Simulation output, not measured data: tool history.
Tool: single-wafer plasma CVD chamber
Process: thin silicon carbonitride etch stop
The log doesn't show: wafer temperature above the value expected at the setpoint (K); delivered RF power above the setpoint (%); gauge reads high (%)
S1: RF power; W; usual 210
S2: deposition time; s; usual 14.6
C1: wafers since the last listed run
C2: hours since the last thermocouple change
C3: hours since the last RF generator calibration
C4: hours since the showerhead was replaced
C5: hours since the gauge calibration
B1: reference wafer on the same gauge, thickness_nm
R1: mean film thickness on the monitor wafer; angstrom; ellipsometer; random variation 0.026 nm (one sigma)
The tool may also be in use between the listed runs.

run	hour	S1	S2	C1	C2	C3	C4	C5	B1	R1
1	0.0	225	14.6	0	890.4	576.4	3411.2	514.1	8.002	74.21
2	65.8	225	14.6	1120	956.2	642.2	3477.0	579.9	7.973	74.60
3	130.6	210	14.6	1103	1021.0	707.0	3541.8	644.7	7.956	72.05
4	163.6	210	14.6	561	1054.0	740.0	3574.8	677.7	7.935	72.43
5	259.3	210	14.6	1629	1149.7	835.7	3670.5	773.4	7.892	72.39
# hour 303.5: showerhead replaced
# hour 305.5: RF generator calibrated
6	306.0	210	14.6	624	1196.4	0.5	2.5	820.1	7.889	71.68
7	328.5	210	14.6	383	1218.9	23.0	25.0	842.6	7.860	71.47
8	367.6	210	14.6	665	1258.0	62.1	64.1	881.7	7.852	71.27
9	422.0	210	14.6	926	1312.4	116.5	118.5	936.1	7.826	70.85
10	454.1	210	14.6	546	1344.5	148.6	150.6	968.2	7.815	70.85
# hour 485.6: thermocouple changed; heater temperature recalibrated
11	523.2	195	17.1	1040	37.6	217.7	219.7	1037.3	7.784	80.38
12	560.4	170	12.0	633	74.8	254.9	256.9	1074.5	7.755	53.57
13	602.4	230	14.6	714	116.8	296.9	298.9	1116.5	7.738	72.77
14	626.7	225	16.8	413	141.1	321.2	323.2	1140.8	7.720	82.13
15	673.5	210	12.1	796	187.9	368.0	370.0	1187.6	7.682	57.97
# hour 684.7: gauge calibrated
16	711.1	210	12.1	640	225.5	405.6	407.6	26.4	7.991	60.19
17	769.5	210	14.6	994	283.9	464.0	466.0	84.8	7.970	72.63
18	814.2	210	14.6	760	328.6	508.7	510.7	129.5	7.970	72.23
19	852.5	230	12.3	651	366.9	547.0	549.0	167.8	7.972	63.40
20	913.0	240	12.6	1029	427.4	607.5	609.5	228.3	7.953	65.68

Measured less the same run without the tool's hidden state. The same run-to-run variation is in both; the gauge's scatter may not be:
run	R1
1	-0.08
2	-0.26
3	-0.44
4	-0.55
5	-0.89
6	-1.06
7	-1.15
8	-1.32
9	-1.54
10	-1.70
11	-2.32
12	-1.69
13	-2.53
14	-3.02
15	-2.36
16	-0.18
17	-0.24
18	-0.26
19	-0.25
20	-0.31
